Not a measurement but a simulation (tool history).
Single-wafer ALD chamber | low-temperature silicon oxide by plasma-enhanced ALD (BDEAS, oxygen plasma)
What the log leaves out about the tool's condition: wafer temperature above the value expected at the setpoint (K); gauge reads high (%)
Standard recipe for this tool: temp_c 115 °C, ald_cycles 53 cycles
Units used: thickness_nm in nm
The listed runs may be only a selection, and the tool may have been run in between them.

| run | hour | temp_c | ald_cycles | wafers since the last listed run | hours since the last thermocouple change | hours since the gauge calibration | read-back reference wafer on the same gauge, thickness_nm | thickness_nm |
|---|---|---|---|---|---|---|---|---|
| 1 | 0.0 | 115 | 53 | 0 | 1180.4 | 153.1 | 6.556 | 6.727 |
| 2 | 11.7 | 115 | 60 | 60 | 1192.1 | 164.8 | 6.552 | 7.588 |
| 3 | 23.9 | 115 | 53 | 63 | 1204.3 | 177.0 | 6.551 | 6.688 |
| 4 | 30.8 | 115 | 53 | 35 | 1211.2 | 183.9 | 6.547 | 6.719 |
| 5 | 41.8 | 105 | 53 | 57 | 1222.2 | 194.9 | 6.548 | 6.807 |
| 6 | 50.0 | 115 | 53 | 42 | 1230.4 | 203.1 | 6.546 | 6.713 |
| 7 | 60.0 | 115 | 53 | 51 | 1240.4 | 213.1 | 6.544 | 6.732 |
| 8 | 66.7 | 115 | 51 | 34 | 1247.1 | 219.8 | 6.539 | 6.463 |
| 9 | 77.1 | 115 | 51 | 53 | 1257.5 | 230.2 | 6.536 | 6.431 |
| 10 | 96.8 | 115 | 51 | 102 | 1277.2 | 249.9 | 6.527 | 6.421 |
| 11 | 111.4 | 103 | 53 | 75 | 1291.8 | 264.5 | 6.525 | 6.789 |
| 12 | 123.6 | 103 | 53 | 63 | 1304.0 | 276.7 | 6.526 | 6.845 |
| 13 | 139.2 | 115 | 53 | 80 | 1319.6 | 292.3 | 6.514 | 6.681 |
| 14 | 155.4 | 115 | 53 | 84 | 1335.8 | 308.5 | 6.503 | 6.679 |
| 15 | 164.7 | 115 | 53 | 48 | 1345.1 | 317.8 | 6.501 | 6.654 |
| 16 | 175.1 | 126 | 56 | 53 | 1355.5 | 328.2 | 6.497 | 6.915 |
| 17 | 186.4 | 103 | 53 | 58 | 1366.8 | 339.5 | 6.496 | 6.790 |
|  | 204.5 | thermocouple changed; heater temperature recalibrated |
| 18 | 205.0 | 115 | 49 | 55 | 0.5 | 358.1 | 6.485 | 6.152 |
| 19 | 208.2 | 103 | 61 | 16 | 3.7 | 361.3 | 6.484 | 7.807 |
|  | 210.4 | gauge calibrated |
| 20 | 215.6 | 115 | 53 | 38 | 11.1 | 5.2 | 6.546 | 6.742 |
| 21 | 226.6 | 107 | 53 | 57 | 22.1 | 16.2 | 6.551 | 6.792 |
| 22 | 244.6 | 107 | 60 | 93 | 40.1 | 34.2 | 6.546 | 7.723 |
| 23 | 266.9 | 115 | 63 | 115 | 62.4 | 56.5 | 6.545 | 7.997 |
| 24 | 281.3 | 102 | 53 | 74 | 76.8 | 70.9 | 6.550 | 6.850 |
| 25 | 299.0 | 115 | 53 | 91 | 94.5 | 88.6 | 6.550 | 6.754 |
| 26 | 310.8 | 108 | 63 | 61 | 106.3 | 100.4 | 6.544 | 8.092 |
| 27 | 325.6 | 101 | 62 | 76 | 121.1 | 115.2 | 6.543 | 8.056 |
| 28 | 340.4 | 127 | 53 | 76 | 135.9 | 130.0 | 6.542 | 6.587 |
| 29 | 351.4 | 103 | 53 | 57 | 146.9 | 141.0 | 6.536 | 6.838 |
| 30 | 365.7 | 115 | 53 | 74 | 161.2 | 155.3 | 6.528 | 6.727 |
| 31 | 375.7 | 108 | 60 | 51 | 171.2 | 165.3 | 6.535 | 7.707 |
| 32 | 386.6 | 115 | 46 | 56 | 182.1 | 176.2 | 6.532 | 5.796 |

Exercise: give the hidden state of the tool at every run:
wafer temperature above the value expected at the setpoint (K): 0 across all the runs
H1: gauge reads high (%)
| run | H1 |
|---|---|
| 1 | -0.225 |
| 2 | -0.263 |
| 3 | -0.307 |
| 4 | -0.332 |
| 5 | -0.375 |
| 6 | -0.409 |
| 7 | -0.452 |
| 8 | -0.482 |
| 9 | -0.531 |
| 10 | -0.629 |
| 11 | -0.707 |
| 12 | -0.775 |
| 13 | -0.867 |
| 14 | -0.968 |
| 15 | -1.03 |
| 16 | -1.1 |
| 17 | -1.18 |
| 18 | -1.31 |
| 19 | -1.33 |
| 20 | -0.292 |
| 21 | -0.295 |
| 22 | -0.304 |
| 23 | -0.325 |
| 24 | -0.344 |
| 25 | -0.373 |
| 26 | -0.396 |
| 27 | -0.429 |
| 28 | -0.467 |
| 29 | -0.498 |
| 30 | -0.542 |
| 31 | -0.575 |
| 32 | -0.613 |

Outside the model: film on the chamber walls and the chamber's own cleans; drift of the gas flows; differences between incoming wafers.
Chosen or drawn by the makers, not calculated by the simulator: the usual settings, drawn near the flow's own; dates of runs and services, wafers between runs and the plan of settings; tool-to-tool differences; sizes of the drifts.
